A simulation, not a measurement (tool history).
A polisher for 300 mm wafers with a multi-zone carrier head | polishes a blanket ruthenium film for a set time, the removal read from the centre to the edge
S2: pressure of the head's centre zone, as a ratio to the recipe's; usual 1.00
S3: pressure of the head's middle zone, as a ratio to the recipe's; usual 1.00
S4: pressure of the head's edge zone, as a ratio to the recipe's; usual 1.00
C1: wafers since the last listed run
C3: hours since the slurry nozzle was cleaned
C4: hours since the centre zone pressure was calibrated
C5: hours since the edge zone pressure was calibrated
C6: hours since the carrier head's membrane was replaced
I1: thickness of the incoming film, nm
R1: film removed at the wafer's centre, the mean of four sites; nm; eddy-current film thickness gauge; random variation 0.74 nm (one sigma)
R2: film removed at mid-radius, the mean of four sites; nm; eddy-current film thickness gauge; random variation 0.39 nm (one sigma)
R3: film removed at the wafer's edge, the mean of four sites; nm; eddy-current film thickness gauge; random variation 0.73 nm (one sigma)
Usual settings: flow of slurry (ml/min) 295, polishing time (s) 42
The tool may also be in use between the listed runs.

{"run": 1, "hour": 0.0, "flow of slurry (ml/min)": 340, "S2": 1.0, "S3": 1.0, "S4": 1.0, "polishing time (s)": 42, "C1": 0, "wafers polished on this pad": 3696, "C3": 389.6, "C4": 0.5, "C5": 809.4, "C6": 6.2, "I1": 323.6, "R1": 59.3, "R2": 56.1, "R3": 58.7}
{"run": 2, "hour": 95.3, "flow of slurry (ml/min)": 295, "S2": 1.04, "S3": 0.9, "S4": 1.0, "polishing time (s)": 48, "C1": 723, "wafers polished on this pad": 4419, "C3": 484.9, "C4": 95.8, "C5": 904.7, "C6": 101.5, "I1": 321.6, "R1": 65.4, "R2": 57.4, "R3": 63.9}
{"hour": 136.4, "done": "worn pad replaced by a new one"}
{"run": 3, "hour": 152.2, "flow of slurry (ml/min)": 295, "S2": 1.0, "S3": 1.0, "S4": 1.0, "polishing time (s)": 42, "C1": 401, "wafers polished on this pad": 120, "C3": 541.8, "C4": 152.7, "C5": 961.6, "C6": 158.4, "I1": 319.6, "R1": 59.7, "R2": 59.6, "R3": 61.6}
{"run": 4, "hour": 221.0, "flow of slurry (ml/min)": 295, "S2": 1.0, "S3": 1.1, "S4": 1.12, "polishing time (s)": 28, "C1": 522, "wafers polished on this pad": 642, "C3": 610.6, "C4": 221.5, "C5": 1030.4, "C6": 227.2, "I1": 319.6, "R1": 39.1, "R2": 42.7, "R3": 43.2}
{"run": 5, "hour": 266.7, "flow of slurry (ml/min)": 295, "S2": 1.0, "S3": 1.0, "S4": 1.0, "polishing time (s)": 48, "C1": 347, "wafers polished on this pad": 989, "C3": 656.3, "C4": 267.2, "C5": 1076.1, "C6": 272.9, "I1": 323.3, "R1": 66.6, "R2": 67.5, "R3": 68.9}
{"hour": 316.4, "done": "slurry nozzle cleaned"}
{"run": 6, "hour": 372.4, "flow of slurry (ml/min)": 220, "S2": 1.0, "S3": 1.0, "S4": 1.0, "polishing time (s)": 42, "C1": 795, "wafers polished on this pad": 1784, "C3": 56.0, "C4": 372.9, "C5": 1181.8, "C6": 378.6, "I1": 316.7, "R1": 56.3, "R2": 57.9, "R3": 58.6}
{"run": 7, "hour": 420.9, "flow of slurry (ml/min)": 340, "S2": 1.0, "S3": 1.0, "S4": 1.0, "polishing time (s)": 42, "C1": 368, "wafers polished on this pad": 2153, "C3": 104.5, "C4": 421.4, "C5": 1230.3, "C6": 427.1, "I1": 321.0, "R1": 56.3, "R2": 59.0, "R3": 58.8}
{"run": 8, "hour": 474.6, "flow of slurry (ml/min)": 295, "S2": 1.0, "S3": 1.0, "S4": 1.0, "polishing time (s)": 42, "C1": 407, "wafers polished on this pad": 2561, "C3": 158.2, "C4": 475.1, "C5": 1284.0, "C6": 480.8, "I1": 319.8, "R1": 55.3, "R2": 58.0, "R3": 58.3}
{"run": 9, "hour": 563.2, "flow of slurry (ml/min)": 295, "S2": 1.0, "S3": 1.0, "S4": 1.0, "polishing time (s)": 42, "C1": 672, "wafers polished on this pad": 3234, "C3": 246.8, "C4": 563.7, "C5": 1372.6, "C6": 569.4, "I1": 319.7, "R1": 54.0, "R2": 56.5, "R3": 58.1}
{"hour": 611.9, "done": "centre zone pressure recalibrated"}
{"hour": 614.9, "done": "edge zone pressure recalibrated"}
{"run": 10, "hour": 660.1, "flow of slurry (ml/min)": 295, "S2": 1.0, "S3": 0.95, "S4": 0.93, "polishing time (s)": 42, "C1": 705, "wafers polished on this pad": 3939, "C3": 343.7, "C4": 48.2, "C5": 45.2, "C6": 666.3, "I1": 326.0, "R1": 56.9, "R2": 53.5, "R3": 55.6}
{"run": 11, "hour": 712.5, "flow of slurry (ml/min)": 295, "S2": 1.0, "S3": 1.11, "S4": 0.96, "polishing time (s)": 51, "C1": 397, "wafers polished on this pad": 4337, "C3": 396.1, "C4": 100.6, "C5": 97.6, "C6": 718.7, "I1": 320.4, "R1": 66.9, "R2": 73.3, "R3": 68.0}
{"hour": 738.3, "done": "worn pad replaced by a new one"}
{"run": 12, "hour": 777.1, "flow of slurry (ml/min)": 250, "S2": 1.0, "S3": 1.0, "S4": 1.0, "polishing time (s)": 42, "C1": 460, "wafers polished on this pad": 294, "C3": 460.7, "C4": 165.2, "C5": 162.2, "C6": 783.3, "I1": 323.4, "R1": 57.7, "R2": 59.3, "R3": 59.2}
{"run": 13, "hour": 823.4, "flow of slurry (ml/min)": 295, "S2": 1.0, "S3": 1.0, "S4": 1.0, "polishing time (s)": 42, "C1": 351, "wafers polished on this pad": 646, "C3": 507.0, "C4": 211.5, "C5": 208.5, "C6": 829.6, "I1": 321.4, "R1": 57.0, "R2": 59.5, "R3": 59.3}
{"run": 14, "hour": 864.0, "flow of slurry (ml/min)": 295, "S2": 1.11, "S3": 1.09, "S4": 0.9, "polishing time (s)": 48, "C1": 308, "wafers polished on this pad": 954, "C3": 547.6, "C4": 252.1, "C5": 249.1, "C6": 870.2, "I1": 322.1, "R1": 73.6, "R2": 73.1, "R3": 66.0}
{"run": 15, "hour": 930.0, "flow of slurry (ml/min)": 295, "S2": 1.0, "S3": 1.0, "S4": 1.0, "polishing time (s)": 42, "C1": 501, "wafers polished on this pad": 1455, "C3": 613.6, "C4": 318.1, "C5": 315.1, "C6": 936.2, "I1": 317.2, "R1": 56.2, "R2": 58.5, "R3": 59.0}
{"hour": 938.4, "done": "slurry nozzle cleaned"}
{"run": 16, "hour": 1016.8, "flow of slurry (ml/min)": 295, "S2": 1.0, "S3": 1.0, "S4": 0.95, "polishing time (s)": 42, "C1": 651, "wafers polished on this pad": 2107, "C3": 78.4, "C4": 404.9, "C5": 401.9, "C6": 1023.0, "I1": 313.6, "R1": 55.2, "R2": 58.2, "R3": 57.5}
{"run": 17, "hour": 1098.1, "flow of slurry (ml/min)": 295, "S2": 1.0, "S3": 1.0, "S4": 1.0, "polishing time (s)": 42, "C1": 617, "wafers polished on this pad": 2725, "C3": 159.7, "C4": 486.2, "C5": 483.2, "C6": 1104.3, "I1": 324.2, "R1": 54.0, "R2": 57.4, "R3": 59.2}
{"run": 18, "hour": 1205.7, "flow of slurry (ml/min)": 380, "S2": 1.0, "S3": 0.89, "S4": 1.0, "polishing time (s)": 42, "C1": 817, "wafers polished on this pad": 3542, "C3": 267.3, "C4": 593.8, "C5": 590.8, "C6": 1211.9, "I1": 322.4, "R1": 54.4, "R2": 51.9, "R3": 58.8}
{"hour": 1252.5, "done": "centre zone pressure recalibrated"}
{"hour": 1253.7, "done": "carrier head's membrane replaced by a new one"}
{"run": 19, "hour": 1262.3, "flow of slurry (ml/min)": 295, "S2": 1.0, "S3": 1.0, "S4": 1.0, "polishing time (s)": 34, "C1": 405, "wafers polished on this pad": 3947, "C3": 323.9, "C4": 9.8, "C5": 647.4, "C6": 8.6, "I1": 319.4, "R1": 46.2, "R2": 45.5, "R3": 46.1}
{"run": 20, "hour": 1306.1, "flow of slurry (ml/min)": 295, "S2": 0.93, "S3": 1.0, "S4": 1.1, "polishing time (s)": 42, "C1": 332, "wafers polished on this pad": 4280, "C3": 367.7, "C4": 53.6, "C5": 691.2, "C6": 52.4, "I1": 323.0, "R1": 52.9, "R2": 55.6, "R3": 58.7}
{"hour": 1316.2, "done": "worn pad replaced by a new one"}
{"run": 21, "hour": 1407.9, "flow of slurry (ml/min)": 295, "S2": 1.0, "S3": 1.0, "S4": 1.0, "polishing time (s)": 42, "C1": 742, "wafers polished on this pad": 696, "C3": 469.5, "C4": 155.4, "C5": 793.0, "C6": 154.2, "I1": 320.6, "R1": 58.3, "R2": 59.5, "R3": 60.1}

How the hidden state differs across the entries between the runs, from the last listed run before each to the first after it:
Between runs 2 and 3: worn pad replaced by a new one (hour 136.4)
  removal rate lost through wear of the pad, %: 8.54 -> 0.354; deviation of the centre zone's pressure from its setpoint, %: -2.6 -> -4.37
  measured less the result without the state, R1: -7.8 -> -2.6 nm; R2: -5.3 -> -0.2 nm; R3: -6.0 -> -0.2 nm
Between runs 5 and 6: slurry nozzle cleaned (hour 316.4)
  removal rate lost through wear of the pad, %: 1.8 -> 3.14; deviation of the centre zone's pressure from its setpoint, %: -6.67 -> -7.87
  measured less the result without the state, R1: -5.4 -> -6.2 nm; R2: -1.2 -> -1.8 nm; R3: -1.3 -> -1.9 nm
Between runs 9 and 10: centre zone pressure recalibrated (hour 611.9); edge zone pressure recalibrated (hour 614.9)
  removal rate lost through wear of the pad, %: 5.55 -> 6.78; deviation of the centre zone's pressure from its setpoint, %: -8.9 -> -2.06
  measured less the result without the state, R1: -8.0 -> -5.2 nm; R2: -3.3 -> -3.9 nm; R3: -3.4 -> -4.0 nm
Between runs 11 and 12: worn pad replaced by a new one (hour 738.3)
  removal rate lost through wear of the pad, %: 7.44 -> 0.879; deviation of the centre zone's pressure from its setpoint, %: -4.17 -> -6.08
  measured less the result without the state, R1: -8.1 -> -3.8 nm; R2: -5.9 -> -0.6 nm; R3: -5.5 -> -0.5 nm
Between runs 15 and 16: slurry nozzle cleaned (hour 938.4)
  removal rate lost through wear of the pad, %: 2.81 -> 3.91; deviation of the centre zone's pressure from its setpoint, %: -8.72 -> -9.51
  measured less the result without the state, R1: -6.4 -> -7.5 nm; R2: -1.7 -> -2.4 nm; R3: -1.7 -> -2.3 nm
Between runs 18 and 19: centre zone pressure recalibrated (hour 1252.5); carrier head's membrane replaced by a new one (hour 1253.7)
  removal rate lost through wear of the pad, %: 6.3 -> 7.02; deviation of the centre zone's pressure from its setpoint, %: -10.4 -> -1.15
  measured less the result without the state, R1: -9.4 -> -4.0 nm; R2: -3.5 -> -3.5 nm; R3: -3.9 -> -3.4 nm
Between runs 20 and 21: worn pad replaced by a new one (hour 1316.2)
  removal rate lost through wear of the pad, %: 7.57 -> 1.39; deviation of the centre zone's pressure from its setpoint, %: -3.34 -> -6.87
  measured less the result without the state, R1: -6.0 -> -4.6 nm; R2: -4.5 -> -0.8 nm; R3: -4.8 -> -0.9 nm

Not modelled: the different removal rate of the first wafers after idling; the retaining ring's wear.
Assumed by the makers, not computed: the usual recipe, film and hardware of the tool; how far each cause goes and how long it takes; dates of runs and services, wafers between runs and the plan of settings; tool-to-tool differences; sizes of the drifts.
